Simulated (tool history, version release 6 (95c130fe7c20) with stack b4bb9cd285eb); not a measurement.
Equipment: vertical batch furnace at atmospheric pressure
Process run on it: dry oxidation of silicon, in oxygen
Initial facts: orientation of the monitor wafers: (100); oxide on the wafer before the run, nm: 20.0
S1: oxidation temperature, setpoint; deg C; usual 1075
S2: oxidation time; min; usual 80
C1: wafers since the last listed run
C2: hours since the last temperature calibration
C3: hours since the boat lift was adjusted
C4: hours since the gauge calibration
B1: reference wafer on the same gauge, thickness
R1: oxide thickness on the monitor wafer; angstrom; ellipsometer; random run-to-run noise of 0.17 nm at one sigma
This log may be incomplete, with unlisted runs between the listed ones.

{"run": 1, "hour": 0.0, "S1": 1075, "S2": 94.5, "C1": 0, "C2": 3436.8, "C3": 2505.8, "C4": 176.4, "B1": 128.97, "R1": 1266.3}
{"run": 2, "hour": 21.0, "S1": 1075, "S2": 94.5, "C1": 208, "C2": 3457.8, "C3": 2526.8, "C4": 197.4, "B1": 128.99, "R1": 1264.9}
{"hour": 69.3, "done": "gauge calibrated"}
{"run": 3, "hour": 86.9, "S1": 1075, "S2": 80, "C1": 653, "C2": 3523.7, "C3": 2592.7, "C4": 17.6, "B1": 128.95, "R1": 1142}
{"run": 4, "hour": 99.8, "S1": 1075, "S2": 80, "C1": 127, "C2": 3536.6, "C3": 2605.6, "C4": 30.5, "B1": 129, "R1": 1142.7}
{"run": 5, "hour": 119.9, "S1": 1087, "S2": 80, "C1": 199, "C2": 3556.7, "C3": 2625.7, "C4": 50.6, "B1": 128.99, "R1": 1246.6}
{"run": 6, "hour": 131.3, "S1": 1087, "S2": 80, "C1": 113, "C2": 3568.1, "C3": 2637.1, "C4": 62, "B1": 129.03, "R1": 1245.6}
{"run": 7, "hour": 141.2, "S1": 1075, "S2": 80, "C1": 98, "C2": 3578, "C3": 2647, "C4": 71.9, "B1": 128.96, "R1": 1143.7}
{"run": 8, "hour": 156.0, "S1": 1075, "S2": 80, "C1": 146, "C2": 3592.8, "C3": 2661.8, "C4": 86.7, "B1": 128.98, "R1": 1144.9}
{"run": 9, "hour": 173.4, "S1": 1075, "S2": 80, "C1": 172, "C2": 3610.2, "C3": 2679.2, "C4": 104.1, "B1": 128.99, "R1": 1145.1}
{"run": 10, "hour": 186.8, "S1": 1075, "S2": 80, "C1": 132, "C2": 3623.6, "C3": 2692.6, "C4": 117.5, "B1": 129.01, "R1": 1143.2}
{"run": 11, "hour": 198.8, "S1": 1080, "S2": 95.5, "C1": 118, "C2": 3635.6, "C3": 2704.6, "C4": 129.5, "B1": 129.02, "R1": 1320.6}
{"run": 12, "hour": 216.5, "S1": 1080, "S2": 95.5, "C1": 175, "C2": 3653.3, "C3": 2722.3, "C4": 147.2, "B1": 129.02, "R1": 1321.7}
{"run": 13, "hour": 236.2, "S1": 1085, "S2": 101, "C1": 195, "C2": 3673, "C3": 2742, "C4": 166.9, "B1": 128.97, "R1": 1409.6}
{"hour": 270.4, "done": "thermocouples replaced and temperature profile calibrated"}
{"hour": 286.3, "done": "boat lift adjusted"}
{"run": 14, "hour": 286.8, "S1": 1093, "S2": 53.5, "C1": 106, "C2": 16.4, "C3": 0.5, "C4": 217.5, "B1": 129, "R1": 1022.2}
{"run": 15, "hour": 292.6, "S1": 1075, "S2": 49, "C1": 57, "C2": 22.2, "C3": 6.3, "C4": 223.3, "B1": 129, "R1": 855.4}
{"hour": 294.9, "done": "gauge calibrated"}
{"run": 16, "hour": 298.4, "S1": 1093, "S2": 53.5, "C1": 57, "C2": 28, "C3": 12.1, "C4": 3.5, "B1": 129.02, "R1": 1022.7}
{"run": 17, "hour": 304.2, "S1": 1053, "S2": 44, "C1": 57, "C2": 33.8, "C3": 17.9, "C4": 9.3, "B1": 129.01, "R1": 689.1}
{"run": 18, "hour": 314.7, "S1": 1084, "S2": 63.5, "C1": 104, "C2": 44.3, "C3": 28.4, "C4": 19.8, "B1": 129.01, "R1": 1062.7}
{"run": 19, "hour": 327.2, "S1": 1075, "S2": 80, "C1": 123, "C2": 56.8, "C3": 40.9, "C4": 32.3, "B1": 129.01, "R1": 1143.3}
{"run": 20, "hour": 342.2, "S1": 1062, "S2": 118, "C1": 148, "C2": 71.8, "C3": 55.9, "C4": 47.3, "B1": 128.99, "R1": 1324.7}
{"run": 21, "hour": 352.1, "S1": 1055, "S2": 53.5, "C1": 98, "C2": 81.7, "C3": 65.8, "C4": 57.2, "B1": 129, "R1": 778.2}
{"run": 22, "hour": 366.8, "S1": 1093, "S2": 96, "C1": 145, "C2": 96.4, "C3": 80.5, "C4": 71.9, "B1": 129.05, "R1": 1447.1}
{"run": 23, "hour": 382.7, "S1": 1084, "S2": 116, "C1": 157, "C2": 112.3, "C3": 96.4, "C4": 87.8, "B1": 129.02, "R1": 1524.6}
{"run": 24, "hour": 406.3, "S1": 1059, "S2": 59, "C1": 233, "C2": 135.9, "C3": 120, "C4": 111.4, "B1": 129.02, "R1": 851.1}

3 options for the next run, each taken on its own from the tool as it stands now. Forecast them:
{"run": "A", "hour": 412.2, "S1": 1066, "S2": 80, "C1": 58, "C2": 141.8, "C3": 125.9, "C4": 117.3, "B1": "?", "R1": "?"}
{"run": "B", "hour": 412.2, "S1": 1099, "S2": 51, "C1": 58, "C2": 141.8, "C3": 125.9, "C4": 117.3, "B1": "?", "R1": "?"}
{"run": "C", "hour": 412.2, "S1": 1067, "S2": 92.5, "C1": 58, "C2": 141.8, "C3": 125.9, "C4": 117.3, "B1": "?", "R1": "?"}

run=A B1=129.01 R1=1072.4
run=B B1=129.01 R1=1034.5
run=C B1=129.01 R1=1179.2
What these runs would have given with no unlogged condition in the tool:
run=A R1=1072.4
run=B R1=1034.5
run=C R1=1179.2
